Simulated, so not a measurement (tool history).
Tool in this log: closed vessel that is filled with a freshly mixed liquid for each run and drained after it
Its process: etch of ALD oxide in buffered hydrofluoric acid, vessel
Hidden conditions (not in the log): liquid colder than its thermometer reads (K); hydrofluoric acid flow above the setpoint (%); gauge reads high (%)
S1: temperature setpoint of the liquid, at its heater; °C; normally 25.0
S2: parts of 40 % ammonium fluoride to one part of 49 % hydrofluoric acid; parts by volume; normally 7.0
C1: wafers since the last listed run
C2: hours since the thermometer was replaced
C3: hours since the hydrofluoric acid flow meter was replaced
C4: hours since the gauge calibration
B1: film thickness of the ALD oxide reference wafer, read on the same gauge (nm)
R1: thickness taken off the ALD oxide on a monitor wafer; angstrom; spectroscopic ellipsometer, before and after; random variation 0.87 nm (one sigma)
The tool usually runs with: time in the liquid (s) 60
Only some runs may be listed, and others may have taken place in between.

{"run": 1, "hour": 0.0, "S1": 26.5, "S2": 7.0, "time in the liquid (s)": 75, "C1": 0, "C2": 2519.9, "C3": 333.0, "C4": 173.4, "B1": 119.99, "R1": 2748.6}
{"run": 2, "hour": 8.3, "S1": 25.0, "S2": 7.0, "time in the liquid (s)": 60, "C1": 1157, "C2": 2528.2, "C3": 341.3, "C4": 181.7, "B1": 120.0, "R1": 2014.2}
{"run": 3, "hour": 17.7, "S1": 25.0, "S2": 7.0, "time in the liquid (s)": 60, "C1": 1311, "C2": 2537.6, "C3": 350.7, "C4": 191.1, "B1": 120.0, "R1": 2002.3}
{"run": 4, "hour": 27.2, "S1": 25.0, "S2": 7.0, "time in the liquid (s)": 60, "C1": 1325, "C2": 2547.1, "C3": 360.2, "C4": 200.6, "B1": 119.98, "R1": 2037.0}
{"run": 5, "hour": 44.8, "S1": 25.0, "S2": 7.0, "time in the liquid (s)": 85, "C1": 2454, "C2": 2564.7, "C3": 377.8, "C4": 218.2, "B1": 119.98, "R1": 2863.0}
{"run": 6, "hour": 55.7, "S1": 25.0, "S2": 7.0, "time in the liquid (s)": 85, "C1": 1520, "C2": 2575.6, "C3": 388.7, "C4": 229.1, "B1": 119.98, "R1": 2878.4}
{"run": 7, "hour": 64.1, "S1": 25.0, "S2": 5.5, "time in the liquid (s)": 60, "C1": 1171, "C2": 2584.0, "C3": 397.1, "C4": 237.5, "B1": 120.0, "R1": 2497.8}
{"run": 8, "hour": 79.8, "S1": 25.0, "S2": 5.5, "time in the liquid (s)": 60, "C1": 2189, "C2": 2599.7, "C3": 412.8, "C4": 253.2, "B1": 120.01, "R1": 2510.1}
{"run": 9, "hour": 92.2, "S1": 25.0, "S2": 5.5, "time in the liquid (s)": 60, "C1": 1729, "C2": 2612.1, "C3": 425.2, "C4": 265.6, "B1": 120.0, "R1": 2500.6}
{"run": 10, "hour": 108.8, "S1": 25.0, "S2": 6.5, "time in the liquid (s)": 60, "C1": 2315, "C2": 2628.7, "C3": 441.8, "C4": 282.2, "B1": 120.01, "R1": 2169.9}
{"run": 11, "hour": 114.9, "S1": 25.0, "S2": 6.5, "time in the liquid (s)": 60, "C1": 850, "C2": 2634.8, "C3": 447.9, "C4": 288.3, "B1": 120.01, "R1": 2168.5}
{"hour": 116.8, "done": "thermometer replaced"}
{"run": 12, "hour": 127.1, "S1": 25.0, "S2": 6.5, "time in the liquid (s)": 60, "C1": 1562, "C2": 10.3, "C3": 460.1, "C4": 300.5, "B1": 119.99, "R1": 2504.3}
{"run": 13, "hour": 149.0, "S1": 25.0, "S2": 7.0, "time in the liquid (s)": 60, "C1": 3054, "C2": 32.2, "C3": 482.0, "C4": 322.4, "B1": 120.0, "R1": 2349.9}
{"run": 14, "hour": 157.2, "S1": 25.0, "S2": 7.0, "time in the liquid (s)": 60, "C1": 1143, "C2": 40.4, "C3": 490.2, "C4": 330.6, "B1": 119.97, "R1": 2353.5}
{"run": 15, "hour": 165.2, "S1": 25.0, "S2": 7.0, "time in the liquid (s)": 60, "C1": 1115, "C2": 48.4, "C3": 498.2, "C4": 338.6, "B1": 120.0, "R1": 2353.7}
{"run": 16, "hour": 173.4, "S1": 25.0, "S2": 7.0, "time in the liquid (s)": 60, "C1": 1143, "C2": 56.6, "C3": 506.4, "C4": 346.8, "B1": 120.03, "R1": 2362.2}
{"run": 17, "hour": 183.8, "S1": 29.0, "S2": 9.5, "time in the liquid (s)": 95, "C1": 1450, "C2": 67.0, "C3": 516.8, "C4": 357.2, "B1": 120.0, "R1": 3378.2}
{"hour": 191.6, "done": "gauge calibrated"}
{"run": 18, "hour": 192.0, "S1": 25.0, "S2": 7.0, "time in the liquid (s)": 60, "C1": 1143, "C2": 75.2, "C3": 525.0, "C4": 0.4, "B1": 120.04, "R1": 2384.0}
{"run": 19, "hour": 198.2, "S1": 27.0, "S2": 5.5, "time in the liquid (s)": 90, "C1": 864, "C2": 81.4, "C3": 531.2, "C4": 6.6, "B1": 120.03, "R1": 4878.5}
{"run": 20, "hour": 208.1, "S1": 25.0, "S2": 7.0, "time in the liquid (s)": 60, "C1": 1380, "C2": 91.3, "C3": 541.1, "C4": 16.5, "B1": 120.0, "R1": 2358.6}
{"hour": 219.4, "done": "hydrofluoric acid flow meter replaced"}
{"run": 21, "hour": 225.3, "S1": 27.5, "S2": 6.0, "time in the liquid (s)": 85, "C1": 2259, "C2": 108.5, "C3": 5.9, "C4": 33.7, "B1": 120.01, "R1": 4071.6}
{"run": 22, "hour": 237.3, "S1": 23.0, "S2": 9.5, "time in the liquid (s)": 85, "C1": 1673, "C2": 120.5, "C3": 17.9, "C4": 45.7, "B1": 119.99, "R1": 2047.3}
{"run": 23, "hour": 254.2, "S1": 22.5, "S2": 9.5, "time in the liquid (s)": 90, "C1": 2357, "C2": 137.4, "C3": 34.8, "C4": 62.6, "B1": 120.01, "R1": 2129.5}
{"run": 24, "hour": 267.6, "S1": 27.5, "S2": 9.5, "time in the liquid (s)": 30, "C1": 1868, "C2": 150.8, "C3": 48.2, "C4": 76.0, "B1": 119.96, "R1": 920.7}
{"run": 25, "hour": 282.3, "S1": 25.0, "S2": 9.0, "time in the liquid (s)": 90, "C1": 2050, "C2": 165.5, "C3": 62.9, "C4": 90.7, "B1": 119.97, "R1": 2517.6}
{"run": 26, "hour": 295.2, "S1": 25.0, "S2": 7.0, "time in the liquid (s)": 60, "C1": 1799, "C2": 178.4, "C3": 75.8, "C4": 103.6, "B1": 119.96, "R1": 2215.2}
{"run": 27, "hour": 303.8, "S1": 25.0, "S2": 7.0, "time in the liquid (s)": 60, "C1": 1199, "C2": 187.0, "C3": 84.4, "C4": 112.2, "B1": 119.99, "R1": 2196.5}
{"run": 28, "hour": 313.4, "S1": 25.0, "S2": 8.5, "time in the liquid (s)": 60, "C1": 1338, "C2": 196.6, "C3": 94.0, "C4": 121.8, "B1": 119.99, "R1": 1789.9}
{"run": 29, "hour": 325.0, "S1": 21.5, "S2": 9.0, "time in the liquid (s)": 80, "C1": 1617, "C2": 208.2, "C3": 105.6, "C4": 133.4, "B1": 119.99, "R1": 1869.2}
{"run": 30, "hour": 337.7, "S1": 27.0, "S2": 7.0, "time in the liquid (s)": 60, "C1": 1771, "C2": 220.9, "C3": 118.3, "C4": 146.1, "B1": 119.97, "R1": 2467.6}
{"run": 31, "hour": 347.3, "S1": 25.0, "S2": 7.0, "time in the liquid (s)": 60, "C1": 1338, "C2": 230.5, "C3": 127.9, "C4": 155.7, "B1": 119.98, "R1": 2210.6}
{"run": 32, "hour": 358.7, "S1": 25.0, "S2": 7.0, "time in the liquid (s)": 60, "C1": 1590, "C2": 241.9, "C3": 139.3, "C4": 167.1, "B1": 120.01, "R1": 2227.5}
{"run": 33, "hour": 368.4, "S1": 25.0, "S2": 7.0, "time in the liquid (s)": 60, "C1": 1352, "C2": 251.6, "C3": 149.0, "C4": 176.8, "B1": 120.01, "R1": 2206.8}

Branching from run 33: 5 alternative next runs. What would each branch give?
{"run": "A", "hour": 369.1, "S1": 25.0, "S2": 7.0, "time in the liquid (s)": 60, "C1": 97, "C2": 252.3, "C3": 149.7, "C4": 177.5, "B1": "?", "R1": "?"}
{"run": "B", "hour": 369.1, "S1": 25.0, "S2": 8.0, "time in the liquid (s)": 45, "C1": 97, "C2": 252.3, "C3": 149.7, "C4": 177.5, "B1": "?", "R1": "?"}
{"run": "C", "hour": 369.1, "S1": 25.0, "S2": 7.0, "time in the liquid (s)": 40, "C1": 97, "C2": 252.3, "C3": 149.7, "C4": 177.5, "B1": "?", "R1": "?"}
{"run": "D", "hour": 369.1, "S1": 25.0, "S2": 5.0, "time in the liquid (s)": 75, "C1": 97, "C2": 252.3, "C3": 149.7, "C4": 177.5, "B1": "?", "R1": "?"}
{"run": "E", "hour": 369.1, "S1": 28.5, "S2": 7.0, "time in the liquid (s)": 60, "C1": 97, "C2": 252.3, "C3": 149.7, "C4": 177.5, "B1": "?", "R1": "?"}

run=A B1=120.02 R1=2225.3
run=B B1=120.02 R1=1454.8
run=C B1=120.02 R1=1483.5
run=D B1=120.02 R1=3717.8
run=E B1=120.02 R1=2684.3
Had the tool no hidden state, the same runs would have come out as:
run=A R1=2202.9
run=B R1=1430.3
run=C R1=1468.6
run=D R1=3671.5
run=E R1=2656.2
